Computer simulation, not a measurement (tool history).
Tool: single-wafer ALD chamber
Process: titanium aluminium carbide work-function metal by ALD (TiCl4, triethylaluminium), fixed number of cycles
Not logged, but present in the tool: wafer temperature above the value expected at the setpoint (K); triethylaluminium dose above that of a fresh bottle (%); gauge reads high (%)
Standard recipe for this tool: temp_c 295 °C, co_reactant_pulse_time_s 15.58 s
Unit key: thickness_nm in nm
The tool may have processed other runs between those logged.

run,hour,temp_c,co_reactant_pulse_time_s,wafers since the last listed run,hours since the last thermocouple change,hours since the last triethylaluminium bottle change,hours since the showerhead was replaced,hours since the gauge calibration,"read-back reference wafer on the same gauge, thickness_nm",thickness_nm
1,0,295,15.58,0,2055.3,1286.1,5695.8,137.9,1.85,1.791
2,29.4,295,15.58,253,2084.7,1315.5,5725.2,167.3,1.851,1.793
3,39.6,295,15.58,87,2094.9,1325.7,5735.4,177.5,1.851,1.787
4,51.4,295,18.07,101,2106.7,1337.5,5747.2,189.3,1.848,1.806
5,59.8,295,19.79,72,2115.1,1345.9,5755.6,197.7,1.852,1.807
6,66.8,295,19.79,60,2122.1,1352.9,5762.6,204.7,1.849,1.809
7,82.9,295,15.58,138,2138.2,1369,5778.7,220.8,1.849,1.807
# hour 87.1: gauge calibrated
8,100.8,295,15.58,154,2156.1,1386.9,5796.6,13.7,1.848,1.795
9,115.4,295,15.58,125,2170.7,1401.5,5811.2,28.3,1.85,1.803
10,129,295,15.58,117,2184.3,1415.1,5824.8,41.9,1.851,1.8
11,148.5,295,15.58,168,2203.8,1434.6,5844.3,61.4,1.85,1.797
12,162.9,295,15.58,124,2218.2,1449,5858.7,75.8,1.849,1.806
13,176.7,295,15.58,118,2232,1462.8,5872.5,89.6,1.85,1.796
14,191.8,295,15.58,130,2247.1,1477.9,5887.6,104.7,1.851,1.8
15,207.9,295,15.58,138,2263.2,1494,5903.7,120.8,1.851,1.8
# hour 221: thermocouple changed; heater temperature recalibrated
16,221.6,295,15.58,49,0.6,1507.7,5917.4,134.5,1.851,1.801
17,238.3,281,17.31,143,17.3,1524.4,5934.1,151.2,1.85,1.713
18,250.9,295,11.86,108,29.9,1537,5946.7,163.8,1.85,1.77
# hour 261.7: triethylaluminium bottle replaced
19,272.7,289,13.18,118,51.7,11,5968.5,185.6,1.847,1.732
20,289.5,290,20.66,144,68.5,27.8,5985.3,202.4,1.851,1.764
21,295.8,283,20.3,54,74.8,34.1,5991.6,208.7,1.848,1.723
22,308.1,288,18.01,106,87.1,46.4,6003.9,221,1.848,1.749

Run 23 has not been measured yet. What should we expect?
# hour 319.1: gauge calibrated
23,323.5,308,10.22,132,102.5,61.8,6019.3,4.4,?,?

Logged for run 23: read-back reference wafer on the same gauge, thickness_nm 1.849, thickness_nm 1.832 nm.
Had the tool carried no hidden state, the very same run would have given thickness_nm 1.832 nm.

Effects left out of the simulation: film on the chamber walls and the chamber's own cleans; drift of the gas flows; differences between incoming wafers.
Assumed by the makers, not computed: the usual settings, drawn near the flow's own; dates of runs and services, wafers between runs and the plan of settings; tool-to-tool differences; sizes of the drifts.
